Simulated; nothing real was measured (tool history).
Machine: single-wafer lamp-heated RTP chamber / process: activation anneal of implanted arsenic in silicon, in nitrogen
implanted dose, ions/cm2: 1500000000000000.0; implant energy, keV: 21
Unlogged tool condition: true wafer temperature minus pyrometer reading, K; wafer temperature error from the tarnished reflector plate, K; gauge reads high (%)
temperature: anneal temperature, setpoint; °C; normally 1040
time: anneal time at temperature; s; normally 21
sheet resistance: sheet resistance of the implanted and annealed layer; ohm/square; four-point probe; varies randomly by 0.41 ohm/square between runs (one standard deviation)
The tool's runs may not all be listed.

run	hour	temperature	time	wafers since the last listed run	wafers since the last pyrometer calibration	wafers since the reflector plate was cleaned	hours since the gauge calibration	read-back reference wafer on the same gauge, sheet resistance	sheet resistance
1	0.0	1040	28	0	1588	436	197.6	93.79	88.18
2	15.1	1047	27	128	1716	564	212.7	93.74	87.08
3	27.7	1047	27	107	1823	671	225.3	93.69	86.20
4	53.0	1047	27	215	2038	886	250.6	93.65	86.37
5	72.0	1040	21	161	2200	1048	269.6	93.72	91.60
6	111.7	1040	21	337	2537	1385	309.3	93.68	91.46
7	146.0	1017	21	291	2829	1677	343.6	93.75	97.72
8	159.4	1017	21	113	2943	1791	357.0	93.68	98.75
9	177.1	1017	21	150	3093	1941	374.7	93.65	99.23
10	205.7	1040	21	243	3336	2184	403.3	93.73	90.96
11	232.1	1040	21	224	3561	2409	429.7	93.73	92.14
12	262.4	1040	27	257	3818	2666	460.0	93.64	88.40
13	292.1	1047	27	252	4071	2919	489.7	93.59	86.10
14	319.8	1050	28	235	4306	3154	517.4	93.73	84.97
15	332.8	1040	11	110	4417	3265	530.4	93.68	98.57
16	361.6	1013	28	244	4661	3510	559.2	93.70	95.60
# hour 373.2: reflector plate cleaned
17	394.6	1040	30	212	4874	182	592.2	93.66	86.52
# hour 419.9: gauge calibrated
# hour 470.9: pyrometer window cleaned and pyrometer calibrated
18	471.4	1040	21	584	4	766	51.5	93.74	93.41
19	488.7	1040	33	147	151	913	68.8	93.70	87.59
20	511.7	1040	21	195	346	1109	91.8	93.81	92.98
21	524.0	1040	26	104	451	1214	104.1	93.71	90.50
22	540.4	1069	10	139	590	1353	120.5	93.77	93.84
23	565.2	1040	29	210	801	1564	145.3	93.65	88.93
24	578.8	1058	13	115	917	1679	158.9	93.76	92.99
25	613.0	1040	21	290	1207	1970	193.1	93.70	92.22

Below are 4 alternative next runs, each starting from the tool's condition after run 25. Predict each:
A	613.4	1040	21	3	1211	1974	193.5	?	?
B	613.4	1052	33	3	1211	1974	193.5	?	?
C	613.4	1040	32	3	1211	1974	193.5	?	?
D	613.4	1040	10	3	1211	1974	193.5	?	?

run	read-back reference wafer on the same gauge, sheet resistance	sheet resistance
A	93.70	92.17
B	93.70	83.34
C	93.70	86.97
D	93.70	101.42
With the hidden condition removed and each run's random variation left untouched, the same runs would have given:
run	sheet resistance
A	94.24
B	85.15
C	88.94
D	103.57

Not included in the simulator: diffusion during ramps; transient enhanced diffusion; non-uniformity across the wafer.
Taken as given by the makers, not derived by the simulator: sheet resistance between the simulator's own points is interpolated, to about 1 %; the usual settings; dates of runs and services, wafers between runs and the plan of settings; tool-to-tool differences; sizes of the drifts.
